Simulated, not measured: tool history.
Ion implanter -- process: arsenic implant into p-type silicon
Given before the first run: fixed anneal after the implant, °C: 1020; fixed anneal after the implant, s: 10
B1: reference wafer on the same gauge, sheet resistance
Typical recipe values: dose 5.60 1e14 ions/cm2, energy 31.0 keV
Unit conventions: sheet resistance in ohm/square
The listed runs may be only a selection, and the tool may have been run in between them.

run 1 hour=0.0 | dose=4.54 energy=31.0 | B1=169.93 | sheet_resistance=214.09
run 2 hour=16.7 | dose=5.60 energy=22.5 | B1=169.92 | sheet_resistance=193.76
run 3 hour=33.2 | dose=5.60 energy=22.5 | B1=169.92 | sheet_resistance=193.37
run 4 hour=47.1 | dose=5.60 energy=22.5 | B1=170.12 | sheet_resistance=193.63
run 5 hour=59.9 | dose=5.60 energy=37.0 | B1=170.12 | sheet_resistance=177.71
run 6 hour=71.7 | dose=5.60 energy=25.0 | B1=170.05 | sheet_resistance=190.22
-- hour=84.5 gauge calibrated
run 7 hour=92.1 | dose=5.60 energy=25.5 | B1=170.04 | sheet_resistance=189.15
-- hour=103.2 Faraday cup replaced and dose calibrated
run 8 hour=103.7 | dose=6.34 energy=41.5 | B1=170.05 | sheet_resistance=164.60
-- hour=117.9 extraction supply calibrated
run 9 hour=118.7 | dose=5.60 energy=35.0 | B1=169.97 | sheet_resistance=185.83
run 10 hour=132.9 | dose=6.77 energy=25.0 | B1=169.92 | sheet_resistance=171.10
run 11 hour=145.1 | dose=5.60 energy=35.0 | B1=170.02 | sheet_resistance=184.33
run 12 hour=164.3 | dose=4.98 energy=24.0 | B1=169.99 | sheet_resistance=213.63
-- hour=174.0 gauge calibrated
run 13 hour=177.9 | dose=4.43 energy=26.0 | B1=170.00 | sheet_resistance=229.75
run 14 hour=189.9 | dose=5.60 energy=37.5 | B1=170.07 | sheet_resistance=182.20

Predict each of these 3 candidate next runs independently; none follows another, all start after run 14:
run A hour=190.3 | dose=5.60 energy=31.0 | B1=? | sheet_resistance=?
run B hour=190.3 | dose=4.54 energy=38.5 | B1=? | sheet_resistance=?
run C hour=190.3 | dose=6.90 energy=27.0 | B1=? | sheet_resistance=?

run=A B1=170.03 sheet_resistance=187.27
run=B B1=170.03 sheet_resistance=211.92
run=C B1=170.03 sheet_resistance=165.03
Without the tool's unlogged condition, the same runs would have read:
run=A sheet_resistance=189.44
run=B sheet_resistance=214.44
run=C sheet_resistance=166.84

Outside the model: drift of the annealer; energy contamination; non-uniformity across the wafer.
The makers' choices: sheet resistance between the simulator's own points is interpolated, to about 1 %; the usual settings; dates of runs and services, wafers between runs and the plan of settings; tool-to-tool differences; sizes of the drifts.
